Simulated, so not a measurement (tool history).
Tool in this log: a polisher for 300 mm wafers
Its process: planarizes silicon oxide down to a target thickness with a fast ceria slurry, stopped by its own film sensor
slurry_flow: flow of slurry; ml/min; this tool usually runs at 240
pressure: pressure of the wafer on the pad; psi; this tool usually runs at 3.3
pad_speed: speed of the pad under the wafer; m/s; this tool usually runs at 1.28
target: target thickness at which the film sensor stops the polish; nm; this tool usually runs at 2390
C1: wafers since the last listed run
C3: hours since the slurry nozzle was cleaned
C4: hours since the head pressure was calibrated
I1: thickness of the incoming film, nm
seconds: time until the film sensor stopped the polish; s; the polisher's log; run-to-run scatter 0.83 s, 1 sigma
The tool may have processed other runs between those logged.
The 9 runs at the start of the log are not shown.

Run 10, hour 234.4: usual settings; C1 237; wafers polished on this pad 268; C3 688.4; C4 225.5; I1 3857.2. Result: seconds 63.6 s.
Run 11, hour 254.2: usual settings; C1 309; wafers polished on this pad 578; C3 708.2; C4 245.3; I1 3808.7. Result: seconds 60.5 s.
Run 12, hour 277.2: usual settings; C1 359; wafers polished on this pad 937; C3 731.2; C4 268.3; I1 3811.9. Result: seconds 60.6 s.
Run 13, hour 290.5: usual settings; C1 207; wafers polished on this pad 1145; C3 744.5; C4 281.6; I1 3865.8. Result: seconds 63.9 s.
Run 14, hour 324.8: usual settings; C1 536; wafers polished on this pad 1682; C3 778.8; C4 315.9; I1 3920.4. Result: seconds 66.2 s.
Run 15, hour 353.2: usual settings; C1 444; wafers polished on this pad 2126; C3 807.2; C4 344.3; I1 3902.1. Result: seconds 65.5 s.
Run 16, hour 368.9: usual settings; C1 245; wafers polished on this pad 2371; C3 822.9; C4 360; I1 3881.5. Result: seconds 64.8 s.
At hour 386: slurry nozzle cleaned.
At hour 389.9: worn pad replaced by a new one.
Run 17, hour 390.3: usual settings but slurry_flow 200 ml/min, pad_speed 1.06 m/s; C1 257; wafers polished on this pad 6; C3 4.3; C4 381.4; I1 3893.3. Result: seconds 78 s.
Run 18, hour 407.2: usual settings but pad_speed 1.56 m/s, target 2758 nm; C1 264; wafers polished on this pad 270; C3 21.2; C4 398.3; I1 3875.2. Result: seconds 42.4 s.
Run 19, hour 430.5: usual settings but slurry_flow 300 ml/min, pressure 2.4 psi, target 2780 nm; C1 364; wafers polished on this pad 635; C3 44.5; C4 421.6; I1 3840.4. Result: seconds 64.2 s.
Run 20, hour 457.4: usual settings but slurry_flow 270 ml/min, pressure 4.2 psi, pad_speed 1.66 m/s; C1 420; wafers polished on this pad 1055; C3 71.4; C4 448.5; I1 3781.6. Result: seconds 38.8 s.
Run 21, hour 485.4: usual settings; C1 437; wafers polished on this pad 1493; C3 99.4; C4 476.5; I1 3927.3. Result: seconds 66.8 s.
Run 22, hour 503.5: usual settings but slurry_flow 270 ml/min, pressure 4.3 psi, pad_speed 1.04 m/s; C1 283; wafers polished on this pad 1776; C3 117.5; C4 494.6; I1 3937.5. Result: seconds 61.7 s.
Run 23, hour 537.9: usual settings but pressure 3.9 psi, pad_speed 1.02 m/s; C1 537; wafers polished on this pad 2314; C3 151.9; C4 529; I1 3828.6. Result: seconds 64.6 s.
At hour 559.2: worn pad replaced by a new one.
Run 24, hour 568.6: usual settings; C1 417; wafers polished on this pad 147; C3 182.6; C4 559.7; I1 3822.3. Result: seconds 65.1 s.
At hour 572.9: head pressure recalibrated.
Run 25, hour 600.2: usual settings but slurry_flow 275 ml/min, pressure 4.4 psi, pad_speed 1.16 m/s, target 2070 nm; C1 462; wafers polished on this pad 610; C3 214.2; C4 27.3; I1 3789.2. Result: seconds 54.4 s.
Run 26, hour 632.8: usual settings; C1 509; wafers polished on this pad 1119; C3 246.8; C4 59.9; I1 3812.7. Result: seconds 56.4 s.
Run 27, hour 648.2: usual settings but pad_speed 1.64 m/s; C1 240; wafers polished on this pad 1360; C3 262.2; C4 75.3; I1 3858.6. Result: seconds 49.5 s.
Run 28, hour 669.2: usual settings but slurry_flow 280 ml/min, pressure 4.2 psi, pad_speed 1.42 m/s, target 1884 nm; C1 328; wafers polished on this pad 1689; C3 283.2; C4 96.3; I1 3871.4. Result: seconds 58 s.
Run 29, hour 703.1: usual settings but slurry_flow 185 ml/min; C1 530; wafers polished on this pad 2219; C3 317.1; C4 130.2; I1 3831.9. Result: seconds 61 s.

Run 30 is up next; what results do you expect?
Run 30, hour 737.3: usual settings but target 2520 nm; C1 534; wafers polished on this pad 2753; C3 351.3; C4 164.4; I1 3814.2. Result: seconds ?.

Run 30 gave seconds 54 s.
Were there no unlogged condition in the tool, this run, its random variation unchanged, would have produced seconds 50.9 s.
